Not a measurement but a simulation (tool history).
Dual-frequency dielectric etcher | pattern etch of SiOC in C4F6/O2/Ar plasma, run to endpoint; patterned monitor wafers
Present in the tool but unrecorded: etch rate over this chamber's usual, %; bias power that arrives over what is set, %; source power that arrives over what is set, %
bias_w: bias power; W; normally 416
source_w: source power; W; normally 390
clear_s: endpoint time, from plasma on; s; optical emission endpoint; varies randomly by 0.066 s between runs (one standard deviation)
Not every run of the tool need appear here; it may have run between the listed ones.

run     day  bias_w  source_w  wafers since the last listed run  hours since the last wet clean  hours since the last bias power generator calibration  hours since the last source power generator calibration  hours since the last upper electrode change  incoming incoming film thickness, nm  clear_s
  1       0     416       390                                 0                           592.5                                                 2059.2                                                   2307.1                                       3884.5                                  52.6     19.1
      0.979  -- wet clean of the chamber
  2   2.379     467       390                               441                            33.6                                                 2116.3                                                   2364.2                                       3941.6                                  52.5     17.5
  3   6.254     353       430                              1224                           126.6                                                 2209.3                                                   2457.2                                       4034.6                                  52.7     18.8
  4     9.1     353       430                               898                           194.9                                                 2277.6                                                   2525.5                                       4102.9                                    53       19
  5  13.483     353       430                              1384                           300.1                                                 2382.8                                                   2630.7                                       4208.1                                  52.6     19.1
  6  15.425     466       330                               613                           346.7                                                 2429.4                                                   2677.3                                       4254.7                                  52.6     20.1
  7  18.892     416       390                              1095                           429.9                                                 2512.6                                                   2760.5                                       4337.9                                  53.3     19.3
     22.396  -- wet clean of the chamber
  8  22.417     416       390                               797                             0.5                                                 2597.2                                                   2845.1                                       4422.5                                  52.9     18.2
  9  23.325     416       390                               286                            22.3                                                   2619                                                   2866.9                                       4444.3                                    53     18.3
 10  27.517     416       390                              1324                           122.9                                                 2719.6                                                   2967.5                                       4544.9                                  52.5     18.3
 11  29.617     416       390                               663                           173.3                                                   2770                                                   3017.9                                       4595.3                                  52.3     18.4
 12  32.079     416       390                               777                           232.4                                                 2829.1                                                     3077                                       4654.4                                  53.2     18.7
     32.817  -- bias power generator calibrated
 13  34.296     416       390                               647                           285.6                                                   35.5                                                   3130.2                                       4707.6                                  52.9     18.7
 14  37.696     416       390                              1073                           367.2                                                  117.1                                                   3211.8                                       4789.2                                  53.1     18.9
 15  39.892     455       390                               693                           419.9                                                  169.8                                                   3264.5                                       4841.9                                  53.4     18.5
 16  41.658     462       480                               558                           462.3                                                  212.2                                                   3306.9                                       4884.3                                  52.8     16.1
     43.146  -- wet clean of the chamber
 17  43.308     416       300                               205                             3.9                                                  251.8                                                   3346.5                                       4923.9                                  52.7     21.7
 18  46.838     371       460                              1114                            88.6                                                  336.5                                                   3431.2                                       5008.6                                  52.9     17.6
     50.554  -- source power generator calibrated
 19  51.042     353       430                              1275                           189.5                                                  437.4                                                     11.7                                       5109.5                                  53.2     19.1
 20  55.008     330       330                              1252                           284.7                                                  532.6                                                    106.9                                       5204.7                                  53.1     23.3
 21  58.617     416       390                              1139                           371.3                                                  619.2                                                    193.5                                       5291.3                                  53.5     19.2
     65.262  -- wet clean of the chamber
 22  70.367     496       320                              3395                           122.5                                                  901.2                                                    475.5                                       5573.3                                  52.6     19.4
 23  73.375     416       330                               950                           194.7                                                  973.4                                                    547.7                                       5645.5                                  53.6     20.9
 24  74.967     518       490                               502                           232.9                                                 1011.6                                                    585.9                                       5683.7                                  52.9     14.9
     77.125  -- upper electrode replaced
 25  78.038     416       390                               654                           306.6                                                 1085.3                                                    659.6                                         21.9                                  52.9     18.9
 26  81.708     335       480                              1159                           394.7                                                 1173.4                                                    747.7                                          110                                  53.2     18.4
 27  85.242     416       390                              1116                           479.5                                                 1258.2                                                    832.5                                        194.8                                  52.9     19.1
     87.117  -- wet clean of the chamber
 28  88.333     333       450                               660                            29.2                                                 1332.4                                                    906.7                                          269                                    53     18.4
 29  90.075     416       450                               550                              71                                                 1374.2                                                    948.5                                        310.8                                  52.8     16.8
 30  94.383     482       440                              1360                           174.4                                                 1477.6                                                   1051.9                                        414.2                                  52.8     16.2
 31  97.796     360       350                              1077                           256.3                                                 1559.5                                                   1133.8                                        496.1                                  52.6     20.9

What if the next run were any one of these 3? Each begins from the tool's condition after run 31:
  A  97.812     416       310                                 5                           256.7                                                 1559.9                                                   1134.2                                        496.5                                  52.9        ?
  B  97.812     464       480                                 5                           256.7                                                 1559.9                                                   1134.2                                        496.5                                  52.9        ?
  C  97.812     315       350                                 5                           256.7                                                 1559.9                                                   1134.2                                        496.5                                  52.9        ?

run  clear_s
  A     21.5
  B     15.7
  C     22.3
With no hidden state in the tool, these same runs would have given:
run  clear_s
  A     21.2
  B     15.5
  C       22
